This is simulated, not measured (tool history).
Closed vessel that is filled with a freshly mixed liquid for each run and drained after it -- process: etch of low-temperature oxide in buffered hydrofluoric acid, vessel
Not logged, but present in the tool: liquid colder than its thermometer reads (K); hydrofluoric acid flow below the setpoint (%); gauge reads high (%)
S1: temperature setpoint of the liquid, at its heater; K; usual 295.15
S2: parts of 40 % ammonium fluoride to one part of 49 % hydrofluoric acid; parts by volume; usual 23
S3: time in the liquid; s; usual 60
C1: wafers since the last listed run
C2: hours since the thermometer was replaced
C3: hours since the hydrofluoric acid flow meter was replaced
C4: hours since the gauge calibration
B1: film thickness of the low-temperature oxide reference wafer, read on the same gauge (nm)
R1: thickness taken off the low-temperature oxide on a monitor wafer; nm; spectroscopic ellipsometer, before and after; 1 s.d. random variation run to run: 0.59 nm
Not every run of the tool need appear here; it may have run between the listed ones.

run 1 hour=0 | S1=295.15 S2=16.5 S3=60 | C1=0 C2=933.1 C3=746.8 C4=88 | B1=120.01 | R1=129.78
run 2 hour=23.8 | S1=295.15 S2=16.5 S3=60 | C1=1991 C2=956.9 C3=770.6 C4=111.8 | B1=120 | R1=128.84
run 3 hour=36.3 | S1=295.15 S2=23 S3=35 | C1=1046 C2=969.4 C3=783.1 C4=124.3 | B1=119.96 | R1=56.83
run 4 hour=64.9 | S1=295.15 S2=23 S3=35 | C1=2393 C2=998 C3=811.7 C4=152.9 | B1=119.99 | R1=56.84
run 5 hour=94.5 | S1=292.15 S2=23 S3=80 | C1=2477 C2=1027.6 C3=841.3 C4=182.5 | B1=119.97 | R1=110.29
run 6 hour=129.6 | S1=292.15 S2=23 S3=80 | C1=2937 C2=1062.7 C3=876.4 C4=217.6 | B1=120.03 | R1=110.34
run 7 hour=180 | S1=295.15 S2=23 S3=60 | C1=4218 C2=1113.1 C3=926.8 C4=268 | B1=120.05 | R1=96.28
run 8 hour=208.7 | S1=295.15 S2=23 S3=60 | C1=2401 C2=1141.8 C3=955.5 C4=296.7 | B1=120.01 | R1=96.99
run 9 hour=230.5 | S1=295.15 S2=23 S3=60 | C1=1824 C2=1163.6 C3=977.3 C4=318.5 | B1=119.99 | R1=97.91
-- hour=251.1 hydrofluoric acid flow meter replaced
run 10 hour=256.3 | S1=295.15 S2=23 S3=60 | C1=2075 C2=1189.4 C3=5.2 C4=344.3 | B1=120.01 | R1=96.7
run 11 hour=274 | S1=293.65 S2=19.5 S3=60 | C1=1481 C2=1207.1 C3=22.9 C4=362 | B1=120.01 | R1=102.15
-- hour=291.6 thermometer replaced
run 12 hour=307.1 | S1=295.15 S2=23 S3=60 | C1=2686 C2=15.5 C3=56 C4=395.1 | B1=119.99 | R1=97.65
run 13 hour=321.5 | S1=295.15 S2=18 S3=30 | C1=1205 C2=29.9 C3=70.4 C4=409.5 | B1=120.01 | R1=59.62
run 14 hour=335.7 | S1=299.65 S2=25.5 S3=50 | C1=1188 C2=44.1 C3=84.6 C4=423.7 | B1=120.01 | R1=96.54
run 15 hour=350.1 | S1=295.15 S2=23 S3=60 | C1=1205 C2=58.5 C3=99 C4=438.1 | B1=120 | R1=97.32
-- hour=375.7 gauge calibrated
run 16 hour=384.9 | S1=290.65 S2=16 S3=40 | C1=2912 C2=93.3 C3=133.8 C4=9.2 | B1=120.02 | R1=68.52
run 17 hour=420.8 | S1=290.15 S2=27.5 S3=60 | C1=3004 C2=129.2 C3=169.7 C4=45.1 | B1=119.96 | R1=64.22
run 18 hour=445.9 | S1=295.15 S2=16.5 S3=60 | C1=2100 C2=154.3 C3=194.8 C4=70.2 | B1=119.98 | R1=129.44
run 19 hour=471.3 | S1=295.15 S2=23 S3=60 | C1=2125 C2=179.7 C3=220.2 C4=95.6 | B1=119.96 | R1=96.82
run 20 hour=494.9 | S1=295.15 S2=18.5 S3=35 | C1=1975 C2=203.3 C3=243.8 C4=119.2 | B1=119.98 | R1=67.68

Here are 4 independent what-if runs from the current tool condition. What would each one return?
run A hour=495.6 | S1=295.15 S2=23 S3=70 | C1=58 C2=204 C3=244.5 C4=119.9 | B1=? | R1=?
run B hour=495.6 | S1=292.15 S2=23 S3=60 | C1=58 C2=204 C3=244.5 C4=119.9 | B1=? | R1=?
run C hour=495.6 | S1=297.65 S2=26 S3=75 | C1=58 C2=204 C3=244.5 C4=119.9 | B1=? | R1=?
run D hour=495.6 | S1=295.15 S2=23 S3=95 | C1=58 C2=204 C3=244.5 C4=119.9 | B1=? | R1=?

run=A B1=120.01 R1=114.26
run=B B1=120.01 R1=82.78
run=C B1=120.01 R1=129.13
run=D B1=120.01 R1=155.07
Without the tool's unlogged condition, the same runs would have read:
run=A R1=114.26
run=B R1=82.78
run=C R1=129.13
run=D R1=155.07
